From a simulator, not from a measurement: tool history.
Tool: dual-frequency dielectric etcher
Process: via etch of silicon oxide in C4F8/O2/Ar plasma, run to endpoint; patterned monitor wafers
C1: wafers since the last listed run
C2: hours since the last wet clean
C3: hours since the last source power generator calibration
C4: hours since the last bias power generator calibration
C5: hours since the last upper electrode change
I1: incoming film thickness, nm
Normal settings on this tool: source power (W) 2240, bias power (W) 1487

{"run": 1, "hour": 0.0, "source power (W)": 2240, "bias power (W)": 1487, "C1": 0, "C2": 260.9, "C3": 3823.8, "C4": 704.6, "C5": 695.7, "I1": 1535.6, "endpoint time (s)": 318.1}
{"run": 2, "hour": 203.4, "source power (W)": 2240, "bias power (W)": 1487, "C1": 1273, "C2": 464.3, "C3": 4027.2, "C4": 908, "C5": 899.1, "I1": 1527.6, "endpoint time (s)": 311.5}
{"hour": 236.2, "done": "wet clean of the chamber"}
{"run": 3, "hour": 258.2, "source power (W)": 2240, "bias power (W)": 1275, "C1": 192, "C2": 22, "C3": 4082, "C4": 962.8, "C5": 953.9, "I1": 1513.5, "endpoint time (s)": 326.8}
{"run": 4, "hour": 310.7, "source power (W)": 2590, "bias power (W)": 1487, "C1": 328, "C2": 74.5, "C3": 4134.5, "C4": 1015.3, "C5": 1006.4, "I1": 1529.8, "endpoint time (s)": 294.4}
{"run": 5, "hour": 372.6, "source power (W)": 2590, "bias power (W)": 1487, "C1": 387, "C2": 136.4, "C3": 4196.4, "C4": 1077.2, "C5": 1068.3, "I1": 1531.8, "endpoint time (s)": 296.1}
{"run": 6, "hour": 396.9, "source power (W)": 1800, "bias power (W)": 1487, "C1": 152, "C2": 160.7, "C3": 4220.7, "C4": 1101.5, "C5": 1092.6, "I1": 1525.4, "endpoint time (s)": 353.5}
{"run": 7, "hour": 430.7, "source power (W)": 1800, "bias power (W)": 1487, "C1": 211, "C2": 194.5, "C3": 4254.5, "C4": 1135.3, "C5": 1126.4, "I1": 1512.3, "endpoint time (s)": 352.1}
{"run": 8, "hour": 473.4, "source power (W)": 1800, "bias power (W)": 1487, "C1": 267, "C2": 237.2, "C3": 4297.2, "C4": 1178, "C5": 1169.1, "I1": 1533.2, "endpoint time (s)": 354.5}
{"run": 9, "hour": 512.7, "source power (W)": 2240, "bias power (W)": 1487, "C1": 246, "C2": 276.5, "C3": 4336.5, "C4": 1217.3, "C5": 1208.4, "I1": 1530.9, "endpoint time (s)": 314.7}
{"run": 10, "hour": 578.8, "source power (W)": 2240, "bias power (W)": 1487, "C1": 413, "C2": 342.6, "C3": 4402.6, "C4": 1283.4, "C5": 1274.5, "I1": 1531.3, "endpoint time (s)": 315.8}
{"run": 11, "hour": 635.1, "source power (W)": 2240, "bias power (W)": 1487, "C1": 352, "C2": 398.9, "C3": 4458.9, "C4": 1339.7, "C5": 1330.8, "I1": 1532.5, "endpoint time (s)": 314.6}
{"hour": 702.9, "done": "source power generator calibrated"}
{"hour": 726.0, "done": "wet clean of the chamber"}
{"run": 12, "hour": 729.9, "source power (W)": 2020, "bias power (W)": 1341, "C1": 423, "C2": 3.9, "C3": 27, "C4": 1434.5, "C5": 1425.6, "I1": 1518.4, "endpoint time (s)": 339.9}
{"run": 13, "hour": 761.6, "source power (W)": 2020, "bias power (W)": 1782, "C1": 198, "C2": 35.6, "C3": 58.7, "C4": 1466.2, "C5": 1457.3, "I1": 1531.3, "endpoint time (s)": 324}
{"run": 14, "hour": 798.2, "source power (W)": 2450, "bias power (W)": 1257, "C1": 229, "C2": 72.2, "C3": 95.3, "C4": 1502.8, "C5": 1493.9, "I1": 1536.4, "endpoint time (s)": 313.2}
{"hour": 900.6, "done": "bias power generator calibrated"}
{"run": 15, "hour": 1001.2, "source power (W)": 2590, "bias power (W)": 1595, "C1": 1246, "C2": 275.2, "C3": 298.3, "C4": 100.6, "C5": 1696.9, "I1": 1527.7, "endpoint time (s)": 289.4}
{"run": 16, "hour": 1066.2, "source power (W)": 2670, "bias power (W)": 1246, "C1": 407, "C2": 340.2, "C3": 363.3, "C4": 165.6, "C5": 1761.9, "I1": 1522.6, "endpoint time (s)": 296.9}
{"run": 17, "hour": 1117.9, "source power (W)": 2080, "bias power (W)": 1805, "C1": 323, "C2": 391.9, "C3": 415, "C4": 217.3, "C5": 1813.6, "I1": 1524, "endpoint time (s)": 311.3}
{"hour": 1142.6, "done": "upper electrode replaced"}
{"run": 18, "hour": 1180.6, "source power (W)": 2240, "bias power (W)": 1775, "C1": 242, "C2": 454.6, "C3": 477.7, "C4": 280, "C5": 38, "I1": 1530.5, "endpoint time (s)": 300.4}
{"hour": 1221.7, "done": "wet clean of the chamber"}
{"run": 19, "hour": 1222.2, "source power (W)": 2240, "bias power (W)": 1646, "C1": 110, "C2": 0.5, "C3": 519.3, "C4": 321.6, "C5": 79.6, "I1": 1544.7, "endpoint time (s)": 317.6}
{"run": 20, "hour": 1258.9, "source power (W)": 2450, "bias power (W)": 1753, "C1": 229, "C2": 37.2, "C3": 556, "C4": 358.3, "C5": 116.3, "I1": 1527.2, "endpoint time (s)": 297.3}
{"run": 21, "hour": 1326.8, "source power (W)": 1780, "bias power (W)": 1187, "C1": 425, "C2": 105.1, "C3": 623.9, "C4": 426.2, "C5": 184.2, "I1": 1524, "endpoint time (s)": 374.8}
{"run": 22, "hour": 1388.5, "source power (W)": 2240, "bias power (W)": 1487, "C1": 386, "C2": 166.8, "C3": 685.6, "C4": 487.9, "C5": 245.9, "I1": 1518.4, "endpoint time (s)": 314.7}
{"run": 23, "hour": 1429.6, "source power (W)": 2240, "bias power (W)": 1487, "C1": 257, "C2": 207.9, "C3": 726.7, "C4": 529, "C5": 287, "I1": 1538, "endpoint time (s)": 320.4}
{"run": 24, "hour": 1496.5, "source power (W)": 1830, "bias power (W)": 1273, "C1": 418, "C2": 274.8, "C3": 793.6, "C4": 595.9, "C5": 353.9, "I1": 1553.7, "endpoint time (s)": 364}
{"run": 25, "hour": 1527.2, "source power (W)": 2630, "bias power (W)": 1162, "C1": 192, "C2": 305.5, "C3": 824.3, "C4": 626.6, "C5": 384.6, "I1": 1531, "endpoint time (s)": 306.3}
{"run": 26, "hour": 1597.2, "source power (W)": 1980, "bias power (W)": 1344, "C1": 438, "C2": 375.5, "C3": 894.3, "C4": 696.6, "C5": 454.6, "I1": 1516, "endpoint time (s)": 339.9}
{"run": 27, "hour": 1628.8, "source power (W)": 1760, "bias power (W)": 1179, "C1": 197, "C2": 407.1, "C3": 925.9, "C4": 728.2, "C5": 486.2, "I1": 1537.3, "endpoint time (s)": 376.7}
{"run": 28, "hour": 1673.3, "source power (W)": 1950, "bias power (W)": 1237, "C1": 278, "C2": 451.6, "C3": 970.4, "C4": 772.7, "C5": 530.7, "I1": 1540.3, "endpoint time (s)": 350.9}
{"hour": 1713.1, "done": "wet clean of the chamber"}
{"run": 29, "hour": 1713.5, "source power (W)": 2070, "bias power (W)": 1761, "C1": 101, "C2": 0.4, "C3": 1010.6, "C4": 812.9, "C5": 570.9, "I1": 1526.8, "endpoint time (s)": 321.2}
{"run": 30, "hour": 1746.6, "source power (W)": 1800, "bias power (W)": 1487, "C1": 207, "C2": 33.5, "C3": 1043.7, "C4": 846, "C5": 604, "I1": 1535.1, "endpoint time (s)": 359.2}
{"run": 31, "hour": 1772.0, "source power (W)": 2670, "bias power (W)": 1781, "C1": 159, "C2": 58.9, "C3": 1069.1, "C4": 871.4, "C5": 629.4, "I1": 1521, "endpoint time (s)": 282.6}
{"run": 32, "hour": 1802.1, "source power (W)": 2240, "bias power (W)": 1487, "C1": 188, "C2": 89, "C3": 1099.2, "C4": 901.5, "C5": 659.5, "I1": 1534.8, "endpoint time (s)": 322.3}
{"run": 33, "hour": 1860.6, "source power (W)": 2730, "bias power (W)": 1220, "C1": 366, "C2": 147.5, "C3": 1157.7, "C4": 960, "C5": 718, "I1": 1531.7, "endpoint time (s)": 300.5}
{"run": 34, "hour": 1923.7, "source power (W)": 2240, "bias power (W)": 1487, "C1": 395, "C2": 210.6, "C3": 1220.8, "C4": 1023.1, "C5": 781.1, "I1": 1538.9, "endpoint time (s)": 317.2}

Branching from run 34: 5 alternative next runs. What would each branch give?
{"run": "A", "hour": 1924.2, "source power (W)": 2240, "bias power (W)": 1813, "C1": 3, "C2": 211.1, "C3": 1221.3, "C4": 1023.6, "C5": 781.6, "I1": 1525.1, "endpoint time (s)": "?"}
{"run": "B", "hour": 1924.2, "source power (W)": 1960, "bias power (W)": 1179, "C1": 3, "C2": 211.1, "C3": 1221.3, "C4": 1023.6, "C5": 781.6, "I1": 1525.1, "endpoint time (s)": "?"}
{"run": "C", "hour": 1924.2, "source power (W)": 1740, "bias power (W)": 1155, "C1": 3, "C2": 211.1, "C3": 1221.3, "C4": 1023.6, "C5": 781.6, "I1": 1525.1, "endpoint time (s)": "?"}
{"run": "D", "hour": 1924.2, "source power (W)": 1700, "bias power (W)": 1167, "C1": 3, "C2": 211.1, "C3": 1221.3, "C4": 1023.6, "C5": 781.6, "I1": 1525.1, "endpoint time (s)": "?"}
{"run": "E", "hour": 1924.2, "source power (W)": 1800, "bias power (W)": 1681, "C1": 3, "C2": 211.1, "C3": 1221.3, "C4": 1023.6, "C5": 781.6, "I1": 1525.1, "endpoint time (s)": "?"}

run=A endpoint_time_(s)=303.4
run=B endpoint_time_(s)=354.2
run=C endpoint_time_(s)=378.3
run=D endpoint_time_(s)=382.3
run=E endpoint_time_(s)=344.3
Take away the tool's hidden state, keep each run's random variation, and the runs would have read:
run=A endpoint_time_(s)=306.1
run=B endpoint_time_(s)=357.4
run=C endpoint_time_(s)=381.8
run=D endpoint_time_(s)=385.8
run=E endpoint_time_(s)=347.5
